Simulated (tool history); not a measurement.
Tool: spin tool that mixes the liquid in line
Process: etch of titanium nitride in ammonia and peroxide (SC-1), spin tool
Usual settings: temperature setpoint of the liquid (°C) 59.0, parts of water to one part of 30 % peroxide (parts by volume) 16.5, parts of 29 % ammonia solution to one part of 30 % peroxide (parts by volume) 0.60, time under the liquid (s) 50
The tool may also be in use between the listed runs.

run,hour,temperature setpoint of the liquid (°C),parts of water to one part of 30 % peroxide (parts by volume),parts of 29 % ammonia solution to one part of 30 % peroxide (parts by volume),time under the liquid (s),wafers since the last listed run,hours since the thermometer was replaced,hours since the ammonia flow meter was replaced,hours since the heated supply line was repaired,hours since the drum of ammonia solution was connected,hours since the gauge calibration,"read-back film thickness of the titanium nitride reference wafer, read on the same gauge (nm)",thickness taken off the titanium nitride on a monitor wafer (angstrom)
1,0.0,59.0,16.5,0.60,35,0,2403.4,904.1,438.0,205.4,628.1,80.00,58.0
2,72.5,59.0,16.5,0.60,50,1023,2475.9,976.6,510.5,277.9,700.6,80.00,81.8
3,113.9,59.0,16.5,0.60,50,584,2517.3,1018.0,551.9,319.3,742.0,80.00,82.0
4,158.5,59.0,16.5,0.60,50,629,2561.9,1062.6,596.5,363.9,786.6,79.99,81.8
5,235.4,59.0,16.5,0.60,50,1085,2638.8,1139.5,673.4,440.8,863.5,79.98,81.9
6,297.4,59.0,16.5,0.60,50,875,2700.8,1201.5,735.4,502.8,925.5,80.00,81.5
7,377.7,59.0,16.5,0.60,50,1133,2781.1,1281.8,815.7,583.1,1005.8,79.99,81.7
# hour 465.3: gauge calibrated
8,470.9,59.0,16.5,0.60,50,1315,2874.3,1375.0,908.9,676.3,5.6,80.02,80.2
# hour 474.6: new drum of ammonia solution connected
# hour 498.1: heated supply line repaired
9,534.5,59.0,16.5,0.60,50,869,2937.9,1438.6,36.4,59.9,69.2,80.00,82.4
10,599.0,63.5,16.5,0.85,30,910,3002.4,1503.1,100.9,124.4,133.7,79.98,71.0
# hour 603.7: thermometer replaced
# hour 666.7: ammonia flow meter replaced
11,687.9,51.5,16.5,0.30,20,1226,84.2,21.2,189.8,213.3,222.6,79.98,17.4
12,735.6,59.0,16.5,0.60,50,673,131.9,68.9,237.5,261.0,270.3,79.99,82.3
13,790.2,63.0,23.0,0.35,70,770,186.5,123.5,292.1,315.6,324.9,80.04,112.0
14,894.1,59.0,23.5,0.60,75,1466,290.4,227.4,396.0,419.5,428.8,79.99,99.7
15,991.2,49.0,12.5,0.45,75,1370,387.5,324.5,493.1,516.6,525.9,79.98,68.5
16,1029.9,59.0,13.5,0.60,35,546,426.2,363.2,531.8,555.3,564.6,80.01,63.2

5 ways to go on from here, each from the tool as it stands after run 16. What would each give?
A,1030.3,59.0,16.5,0.60,50,5,426.6,363.6,532.2,555.7,565.0,?,?
B,1030.3,68.5,14.5,0.60,65,5,426.6,363.6,532.2,555.7,565.0,?,?
C,1030.3,59.0,13.0,0.60,40,5,426.6,363.6,532.2,555.7,565.0,?,?
D,1030.3,59.0,20.0,0.60,50,5,426.6,363.6,532.2,555.7,565.0,?,?
E,1030.3,62.0,23.5,0.45,60,5,426.6,363.6,532.2,555.7,565.0,?,?

run,"read-back film thickness of the titanium nitride reference wafer, read on the same gauge (nm)",thickness taken off the titanium nitride on a monitor wafer (angstrom)
A,80.02,81.3
B,80.02,208.6
C,80.02,74.0
D,80.02,73.1
E,80.02,92.4
Without the tool's hidden state the same runs would have given:
run,thickness taken off the titanium nitride on a monitor wafer (angstrom)
A,82.8
B,212.4
C,75.4
D,74.5
E,94.2
